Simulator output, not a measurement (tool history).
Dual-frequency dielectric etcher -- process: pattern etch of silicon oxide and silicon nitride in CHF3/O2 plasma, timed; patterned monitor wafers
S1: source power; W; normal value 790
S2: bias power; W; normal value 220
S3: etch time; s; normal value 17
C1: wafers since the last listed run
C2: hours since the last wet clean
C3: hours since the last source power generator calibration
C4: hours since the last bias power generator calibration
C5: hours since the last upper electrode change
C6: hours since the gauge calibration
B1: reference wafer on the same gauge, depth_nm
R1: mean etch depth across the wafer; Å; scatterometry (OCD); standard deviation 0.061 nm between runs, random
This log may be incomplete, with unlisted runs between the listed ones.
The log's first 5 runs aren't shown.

{"run": 6, "hour": 346.1, "S1": 940, "S2": 220, "S3": 17, "C1": 1350, "C2": 593.5, "C3": 1462.5, "C4": 269.8, "C5": 266.3, "C6": 2928.8, "B1": 26.88, "R1": 310}
{"hour": 355.2, "done": "gauge calibrated"}
{"run": 7, "hour": 382.3, "S1": 940, "S2": 220, "S3": 17, "C1": 502, "C2": 629.7, "C3": 1498.7, "C4": 306, "C5": 302.5, "C6": 27.1, "B1": 27.21, "R1": 313.2}
{"hour": 435.7, "done": "wet clean of the chamber"}
{"run": 8, "hour": 436.2, "S1": 790, "S2": 220, "S3": 14.5, "C1": 415, "C2": 0.5, "C3": 1552.6, "C4": 359.9, "C5": 356.4, "C6": 81, "B1": 27.16, "R1": 252.7}
{"run": 9, "hour": 495.2, "S1": 790, "S2": 269, "S3": 17, "C1": 819, "C2": 59.5, "C3": 1611.6, "C4": 418.9, "C5": 415.4, "C6": 140, "B1": 27.18, "R1": 320.7}
{"run": 10, "hour": 549.6, "S1": 990, "S2": 199, "S3": 15, "C1": 755, "C2": 113.9, "C3": 1666, "C4": 473.3, "C5": 469.8, "C6": 194.4, "B1": 27.2, "R1": 270.5}
{"hour": 567.0, "done": "source power generator calibrated"}
{"run": 11, "hour": 623.7, "S1": 790, "S2": 241, "S3": 17, "C1": 973, "C2": 188, "C3": 56.7, "C4": 547.4, "C5": 543.9, "C6": 268.5, "B1": 27.16, "R1": 307.1}
{"run": 12, "hour": 691.1, "S1": 620, "S2": 268, "S3": 20, "C1": 936, "C2": 255.4, "C3": 124.1, "C4": 614.8, "C5": 611.3, "C6": 335.9, "B1": 27.16, "R1": 348.2}
{"run": 13, "hour": 743.9, "S1": 970, "S2": 271, "S3": 19.5, "C1": 733, "C2": 308.2, "C3": 176.9, "C4": 667.6, "C5": 664.1, "C6": 388.7, "B1": 27.14, "R1": 393.3}
{"run": 14, "hour": 826.7, "S1": 710, "S2": 195, "S3": 19, "C1": 1150, "C2": 391, "C3": 259.7, "C4": 750.4, "C5": 746.9, "C6": 471.5, "B1": 27.15, "R1": 302.1}
{"run": 15, "hour": 932.6, "S1": 790, "S2": 220, "S3": 17, "C1": 1471, "C2": 496.9, "C3": 365.6, "C4": 856.3, "C5": 852.8, "C6": 577.4, "B1": 27.14, "R1": 295.5}
{"run": 16, "hour": 1013.7, "S1": 730, "S2": 169, "S3": 21.5, "C1": 1126, "C2": 578, "C3": 446.7, "C4": 937.4, "C5": 933.9, "C6": 658.5, "B1": 27.09, "R1": 326.4}
{"run": 17, "hour": 1104.9, "S1": 790, "S2": 220, "S3": 17, "C1": 1266, "C2": 669.2, "C3": 537.9, "C4": 1028.6, "C5": 1025.1, "C6": 749.7, "B1": 27.08, "R1": 294.3}
{"hour": 1131.8, "done": "wet clean of the chamber"}
{"run": 18, "hour": 1154.7, "S1": 790, "S2": 257, "S3": 17, "C1": 358, "C2": 22.9, "C3": 587.7, "C4": 1078.4, "C5": 1074.9, "C6": 799.5, "B1": 27.11, "R1": 312.8}
{"run": 19, "hour": 1200.0, "S1": 790, "S2": 220, "S3": 17, "C1": 629, "C2": 68.2, "C3": 633, "C4": 1123.7, "C5": 1120.2, "C6": 844.8, "B1": 27.09, "R1": 295.4}
{"run": 20, "hour": 1241.2, "S1": 590, "S2": 220, "S3": 17, "C1": 572, "C2": 109.4, "C3": 674.2, "C4": 1164.9, "C5": 1161.4, "C6": 886, "B1": 27.1, "R1": 267.6}
{"run": 21, "hour": 1278.5, "S1": 930, "S2": 185, "S3": 13.5, "C1": 518, "C2": 146.7, "C3": 711.5, "C4": 1202.2, "C5": 1198.7, "C6": 923.3, "B1": 27.1, "R1": 230.8}
{"run": 22, "hour": 1321.9, "S1": 790, "S2": 260, "S3": 17, "C1": 602, "C2": 190.1, "C3": 754.9, "C4": 1245.6, "C5": 1242.1, "C6": 966.7, "B1": 27.11, "R1": 314.5}
{"run": 23, "hour": 1384.3, "S1": 920, "S2": 220, "S3": 14, "C1": 866, "C2": 252.5, "C3": 817.3, "C4": 1308, "C5": 1304.5, "C6": 1029.1, "B1": 27.1, "R1": 255.1}
{"run": 24, "hour": 1457.5, "S1": 790, "S2": 220, "S3": 17, "C1": 1016, "C2": 325.7, "C3": 890.5, "C4": 1381.2, "C5": 1377.7, "C6": 1102.3, "B1": 27.07, "R1": 294.8}
{"run": 25, "hour": 1541.3, "S1": 850, "S2": 274, "S3": 21.5, "C1": 1164, "C2": 409.5, "C3": 974.3, "C4": 1465, "C5": 1461.5, "C6": 1186.1, "B1": 27.09, "R1": 416.7}
{"run": 26, "hour": 1610.4, "S1": 910, "S2": 220, "S3": 17, "C1": 959, "C2": 478.6, "C3": 1043.4, "C4": 1534.1, "C5": 1530.6, "C6": 1255.2, "B1": 27.1, "R1": 308.9}
{"run": 27, "hour": 1677.8, "S1": 790, "S2": 269, "S3": 21.5, "C1": 936, "C2": 546, "C3": 1110.8, "C4": 1601.5, "C5": 1598, "C6": 1322.6, "B1": 27.07, "R1": 402.4}
{"run": 28, "hour": 1737.0, "S1": 640, "S2": 220, "S3": 17, "C1": 822, "C2": 605.2, "C3": 1170, "C4": 1660.7, "C5": 1657.2, "C6": 1381.8, "B1": 27.05, "R1": 275.3}
{"hour": 1798.1, "done": "wet clean of the chamber"}
{"run": 29, "hour": 1798.6, "S1": 640, "S2": 189, "S3": 17, "C1": 522, "C2": 0.5, "C3": 1231.6, "C4": 1722.3, "C5": 1718.8, "C6": 1443.4, "B1": 27.07, "R1": 257.8}
{"run": 30, "hour": 1868.6, "S1": 790, "S2": 220, "S3": 17, "C1": 972, "C2": 70.5, "C3": 1301.6, "C4": 1792.3, "C5": 1788.8, "C6": 1513.4, "B1": 27.03, "R1": 293.2}

3 options for the next run, each taken on its own from the tool as it stands now. Forecast them:
{"run": "A", "hour": 1869.0, "S1": 790, "S2": 220, "S3": 17, "C1": 5, "C2": 70.9, "C3": 1302, "C4": 1792.7, "C5": 1789.2, "C6": 1513.8, "B1": "?", "R1": "?"}
{"run": "B", "hour": 1869.0, "S1": 840, "S2": 263, "S3": 21, "C1": 5, "C2": 70.9, "C3": 1302, "C4": 1792.7, "C5": 1789.2, "C6": 1513.8, "B1": "?", "R1": "?"}
{"run": "C", "hour": 1869.0, "S1": 680, "S2": 251, "S3": 13.5, "C1": 5, "C2": 70.9, "C3": 1302, "C4": 1792.7, "C5": 1789.2, "C6": 1513.8, "B1": "?", "R1": "?"}

run=A B1=27.05 R1=293.7
run=B B1=27.05 R1=397.7
run=C B1=27.05 R1=234
Without the tool's unlogged condition, the same runs would have read:
run=A R1=295.5
run=B R1=400.2
run=C R1=235.5
